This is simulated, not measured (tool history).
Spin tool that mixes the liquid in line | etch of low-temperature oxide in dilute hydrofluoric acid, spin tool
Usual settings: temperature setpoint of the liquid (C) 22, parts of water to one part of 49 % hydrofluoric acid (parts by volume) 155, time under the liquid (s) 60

run   hour  temperature setpoint of the liquid (C)  parts of water to one part of 49 % hydrofluoric acid (parts by volume)  time under the liquid (s)  read-back film thickness of the low-temperature oxide reference wafer, read on the same gauge (nm)  thickness taken off the low-temperature oxide on a monitor wafer (angstrom)
  1    0.0                                      22                                                                     155                         60                                                                                               70.00                                                                         92.8
  2   48.7                                      22                                                                     155                         60                                                                                               69.97                                                                         94.1
  3   94.2                                      22                                                                     155                         60                                                                                               70.02                                                                         93.0
  4  152.9                                      22                                                                     155                         60                                                                                               69.97                                                                         93.2
  5  192.2                                      22                                                                     100                         60                                                                                               70.00                                                                        155.5
  6  263.1                                      22                                                                     155                         75                                                                                               69.99                                                                        118.3
  7  331.9                                      22                                                                     155                         75                                                                                               69.99                                                                        116.6
     336.6  -- thermometer replaced
  8  397.7                                      22                                                                     155                         60                                                                                               70.00                                                                         93.4
     425.8  -- hydrofluoric acid flow meter replaced
  9  457.5                                      22                                                                     155                         60                                                                                               70.00                                                                         92.3
 10  518.8                                      22                                                                     200                         60                                                                                               69.98                                                                         69.1
 11  552.5                                      22                                                                     200                         60                                                                                               69.99                                                                         68.9
 12  607.0                                      22                                                                     115                         60                                                                                               69.99                                                                        130.7
     665.7  -- gauge calibrated
 13  674.8                                      22                                                                     110                         60                                                                                               70.00                                                                        138.1
 14  721.2                                      26                                                                     155                         60                                                                                               70.00                                                                        109.1
 15  758.7                                      26                                                                     155                         60                                                                                               69.99                                                                        108.1

The next listed run, before its measurement:
 16  796.9                                      22                                                                     225                         60                                                                                                   ?                                                                            ?

read-back film thickness of the low-temperature oxide reference wafer, read on the same gauge (nm): 69.94
thickness taken off the low-temperature oxide on a monitor wafer (angstrom): 59.3
Without the tool's hidden state the same run would have given thickness taken off the low-temperature oxide on a monitor wafer (angstrom) 59.3.

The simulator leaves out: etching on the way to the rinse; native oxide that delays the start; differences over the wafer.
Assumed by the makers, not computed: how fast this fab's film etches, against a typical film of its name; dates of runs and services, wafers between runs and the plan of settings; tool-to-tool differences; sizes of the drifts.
